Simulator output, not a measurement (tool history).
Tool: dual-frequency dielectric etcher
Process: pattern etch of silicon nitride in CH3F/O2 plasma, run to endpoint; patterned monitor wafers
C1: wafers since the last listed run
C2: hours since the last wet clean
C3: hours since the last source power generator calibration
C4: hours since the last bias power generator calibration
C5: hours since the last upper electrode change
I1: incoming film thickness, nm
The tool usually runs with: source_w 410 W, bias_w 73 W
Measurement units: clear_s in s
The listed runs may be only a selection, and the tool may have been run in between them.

Run 1, hour 0.0: usual settings but bias_w 64 W; C1 0; C2 578.7; C3 2519.1; C4 3157.8; C5 2061.6; I1 94.6. Result: clear_s 118.7 s.
Run 2, hour 11.7: usual settings but bias_w 64 W; C1 97; C2 590.4; C3 2530.8; C4 3169.5; C5 2073.3; I1 94.3. Result: clear_s 118.9 s.
Run 3, hour 18.6: usual settings but source_w 450 W; C1 57; C2 597.3; C3 2537.7; C4 3176.4; C5 2080.2; I1 95.3. Result: clear_s 111.4 s.
Run 4, hour 31.6: usual settings but source_w 450 W; C1 108; C2 610.3; C3 2550.7; C4 3189.4; C5 2093.2; I1 95.1. Result: clear_s 112.5 s.
At hour 37.2: source power generator calibrated.
Run 5, hour 47.4: usual settings but source_w 450 W; C1 98; C2 626.1; C3 10.2; C4 3205.2; C5 2109.0; I1 94.8. Result: clear_s 112.0 s.
Run 6, hour 61.1: usual settings; C1 114; C2 639.8; C3 23.9; C4 3218.9; C5 2122.7; I1 96.0. Result: clear_s 117.0 s.
At hour 91.2: wet clean of the chamber.
Run 7, hour 91.7: usual settings; C1 54; C2 0.5; C3 54.5; C4 3249.5; C5 2153.3; I1 94.8. Result: clear_s 112.9 s.
Run 8, hour 92.1: usual settings; C1 3; C2 0.9; C3 54.9; C4 3249.9; C5 2153.7; I1 95.5. Result: clear_s 115.9 s.
Run 9, hour 100.5: usual settings but source_w 480 W; C1 69; C2 9.3; C3 63.3; C4 3258.3; C5 2162.1; I1 94.3. Result: clear_s 109.2 s.
Run 10, hour 106.9: usual settings but source_w 480 W; C1 53; C2 15.7; C3 69.7; C4 3264.7; C5 2168.5; I1 94.6. Result: clear_s 110.2 s.
Run 11, hour 123.8: usual settings but source_w 480 W; C1 140; C2 32.6; C3 86.6; C4 3281.6; C5 2185.4; I1 95.3. Result: clear_s 111.8 s.
Run 12, hour 135.8: usual settings but source_w 470 W; C1 99; C2 44.6; C3 98.6; C4 3293.6; C5 2197.4; I1 95.6. Result: clear_s 110.9 s.
Run 13, hour 145.2: usual settings but source_w 380 W, bias_w 67 W; C1 78; C2 54.0; C3 108.0; C4 3303.0; C5 2206.8; I1 94.8. Result: clear_s 121.0 s.
Run 14, hour 155.1: usual settings but source_w 460 W, bias_w 56 W; C1 82; C2 63.9; C3 117.9; C4 3312.9; C5 2216.7; I1 96.4. Result: clear_s 124.9 s.
Run 15, hour 169.1: usual settings but source_w 440 W, bias_w 61 W; C1 116; C2 77.9; C3 131.9; C4 3326.9; C5 2230.7; I1 94.3. Result: clear_s 119.9 s.
Run 16, hour 182.2: usual settings but source_w 480 W, bias_w 65 W; C1 109; C2 91.0; C3 145.0; C4 3340.0; C5 2243.8; I1 94.6. Result: clear_s 113.1 s.
Run 17, hour 190.2: usual settings but bias_w 59 W; C1 66; C2 99.0; C3 153.0; C4 3348.0; C5 2251.8; I1 94.7. Result: clear_s 124.6 s.
Run 18, hour 197.4: usual settings; C1 59; C2 106.2; C3 160.2; C4 3355.2; C5 2259.0; I1 94.0. Result: clear_s 113.3 s.
Run 19, hour 210.5: usual settings but source_w 380 W, bias_w 62 W; C1 108; C2 119.3; C3 173.3; C4 3368.3; C5 2272.1; I1 94.7. Result: clear_s 125.1 s.
At hour 234.5: upper electrode replaced.
Run 20, hour 235.0: usual settings but bias_w 79 W; C1 4; C2 143.8; C3 197.8; C4 3392.8; C5 0.5; I1 96.2. Result: clear_s 115.5 s.
Run 21, hour 238.3: usual settings; C1 27; C2 147.1; C3 201.1; C4 3396.1; C5 3.8; I1 95.8. Result: clear_s 116.7 s.
Run 22, hour 256.1: usual settings but bias_w 68 W; C1 148; C2 164.9; C3 218.9; C4 3413.9; C5 21.6; I1 95.2. Result: clear_s 118.4 s.
Run 23, hour 266.5: usual settings but bias_w 82 W; C1 86; C2 175.3; C3 229.3; C4 3424.3; C5 32.0; I1 94.9. Result: clear_s 110.4 s.
Run 24, hour 277.4: usual settings; C1 90; C2 186.2; C3 240.2; C4 3435.2; C5 42.9; I1 94.7. Result: clear_s 116.0 s.
Run 25, hour 292.1: usual settings but source_w 470 W, bias_w 68 W; C1 122; C2 200.9; C3 254.9; C4 3449.9; C5 57.6; I1 95.9. Result: clear_s 115.6 s.
Run 26, hour 308.5: usual settings but source_w 380 W, bias_w 58 W; C1 136; C2 217.3; C3 271.3; C4 3466.3; C5 74.0; I1 95.6. Result: clear_s 128.9 s.
Run 27, hour 317.0: usual settings but source_w 310 W, bias_w 91 W; C1 70; C2 225.8; C3 279.8; C4 3474.8; C5 82.5; I1 95.3. Result: clear_s 112.1 s.
At hour 322.5: bias power generator calibrated.
Run 28, hour 323.8: usual settings but source_w 480 W, bias_w 59 W; C1 23; C2 232.6; C3 286.6; C4 1.3; C5 89.3; I1 95.4. Result: clear_s 118.4 s.
Run 29, hour 335.9: usual settings; C1 100; C2 244.7; C3 298.7; C4 13.4; C5 101.4; I1 95.5. Result: clear_s 115.5 s.
Run 30, hour 342.2: usual settings but source_w 350 W, bias_w 81 W; C1 52; C2 251.0; C3 305.0; C4 19.7; C5 107.7; I1 95.0. Result: clear_s 117.3 s.
Run 31, hour 359.2: usual settings but source_w 490 W, bias_w 79 W; C1 141; C2 268.0; C3 322.0; C4 36.7; C5 124.7; I1 95.9. Result: clear_s 108.3 s.
Run 32, hour 373.8: usual settings but source_w 440 W, bias_w 64 W; C1 121; C2 282.6; C3 336.6; C4 51.3; C5 139.3; I1 95.4. Result: clear_s 121.3 s.
Run 33, hour 380.7: usual settings but source_w 500 W, bias_w 56 W; C1 57; C2 289.5; C3 343.5; C4 58.2; C5 146.2; I1 96.0. Result: clear_s 121.9 s.
Run 34, hour 393.1: usual settings; C1 103; C2 301.9; C3 355.9; C4 70.6; C5 158.6; I1 96.2. Result: clear_s 116.7 s.
Run 35, hour 423.6: usual settings but source_w 500 W, bias_w 55 W; C1 253; C2 332.4; C3 386.4; C4 101.1; C5 189.1; I1 95.2. Result: clear_s 121.4 s.
Run 36, hour 441.6: usual settings but source_w 500 W, bias_w 67 W; C1 149; C2 350.4; C3 404.4; C4 119.1; C5 207.1; I1 94.8. Result: clear_s 110.4 s.

What differs in the tool's unlogged condition from the final listed run ahead of each entry between runs to the first listed run following it?
Between runs 4 and 5: source power generator calibrated (hour 37.2)
  the hidden state is the same at both runs
Between runs 6 and 7: wet clean of the chamber (hour 91.2)
  the hidden state is the same at both runs
Between runs 19 and 20: upper electrode replaced (hour 234.5)
  the hidden state is the same at both runs
Between runs 27 and 28: bias power generator calibrated (hour 322.5)
  the hidden state is the same at both runs

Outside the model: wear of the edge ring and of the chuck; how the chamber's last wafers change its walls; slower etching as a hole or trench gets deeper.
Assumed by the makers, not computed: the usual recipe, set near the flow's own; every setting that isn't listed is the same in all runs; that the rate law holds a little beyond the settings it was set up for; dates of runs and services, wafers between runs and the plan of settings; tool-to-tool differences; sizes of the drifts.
